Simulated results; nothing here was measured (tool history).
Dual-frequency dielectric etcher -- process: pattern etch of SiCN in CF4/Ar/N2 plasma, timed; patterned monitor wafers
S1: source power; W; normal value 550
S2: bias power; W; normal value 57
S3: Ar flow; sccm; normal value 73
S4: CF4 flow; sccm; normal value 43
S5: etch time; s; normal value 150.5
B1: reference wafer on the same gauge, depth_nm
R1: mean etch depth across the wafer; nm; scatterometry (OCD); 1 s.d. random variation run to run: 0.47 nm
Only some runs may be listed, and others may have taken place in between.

{"run": 1, "hour": 0.0, "S1": 550, "S2": 57, "S3": 80, "S4": 43, "S5": 167.5, "B1": 171.1, "R1": 165.9}
{"run": 2, "hour": 70.3, "S1": 550, "S2": 57, "S3": 80, "S4": 43, "S5": 123.5, "B1": 171, "R1": 121.9}
{"run": 3, "hour": 160.9, "S1": 550, "S2": 57, "S3": 73, "S4": 52, "S5": 150.5, "B1": 171, "R1": 152.9}
{"run": 4, "hour": 198.3, "S1": 550, "S2": 63, "S3": 73, "S4": 43, "S5": 150.5, "B1": 171.1, "R1": 155.6}
{"hour": 204.0, "done": "gauge calibrated"}
{"run": 5, "hour": 255.3, "S1": 550, "S2": 52, "S3": 73, "S4": 43, "S5": 150.5, "B1": 171.1, "R1": 143.6}
{"run": 6, "hour": 291.8, "S1": 610, "S2": 57, "S3": 73, "S4": 33, "S5": 150.5, "B1": 171, "R1": 150.4}
{"run": 7, "hour": 351.3, "S1": 550, "S2": 57, "S3": 73, "S4": 43, "S5": 194, "B1": 171.1, "R1": 191.1}
{"run": 8, "hour": 415.4, "S1": 630, "S2": 57, "S3": 88, "S4": 43, "S5": 150.5, "B1": 170.9, "R1": 152.5}
{"hour": 459.3, "done": "wet clean of the chamber"}
{"run": 9, "hour": 482.1, "S1": 550, "S2": 61, "S3": 56, "S4": 37, "S5": 108, "B1": 171, "R1": 114.8}
{"run": 10, "hour": 519.9, "S1": 550, "S2": 57, "S3": 73, "S4": 43, "S5": 150.5, "B1": 170.9, "R1": 151.1}
{"run": 11, "hour": 609.5, "S1": 550, "S2": 57, "S3": 61, "S4": 43, "S5": 150.5, "B1": 171, "R1": 155}
{"run": 12, "hour": 656.7, "S1": 670, "S2": 57, "S3": 65, "S4": 52, "S5": 150.5, "B1": 170.9, "R1": 170.4}
{"run": 13, "hour": 745.8, "S1": 650, "S2": 64, "S3": 73, "S4": 33, "S5": 169.5, "B1": 171, "R1": 185.5}
{"run": 14, "hour": 817.6, "S1": 550, "S2": 52, "S3": 63, "S4": 43, "S5": 150.5, "B1": 171, "R1": 146.7}

What will run 15 give?
{"run": 15, "hour": 891.5, "S1": 410, "S2": 57, "S3": 58, "S4": 43, "S5": 137, "B1": "?", "R1": "?"}

{"run 15": {"B1": 170.9, "R1": 123.4}}
Take away the tool's hidden state, keep the run-to-run variation as it was, and the same run would have given R1 126.1 nm.

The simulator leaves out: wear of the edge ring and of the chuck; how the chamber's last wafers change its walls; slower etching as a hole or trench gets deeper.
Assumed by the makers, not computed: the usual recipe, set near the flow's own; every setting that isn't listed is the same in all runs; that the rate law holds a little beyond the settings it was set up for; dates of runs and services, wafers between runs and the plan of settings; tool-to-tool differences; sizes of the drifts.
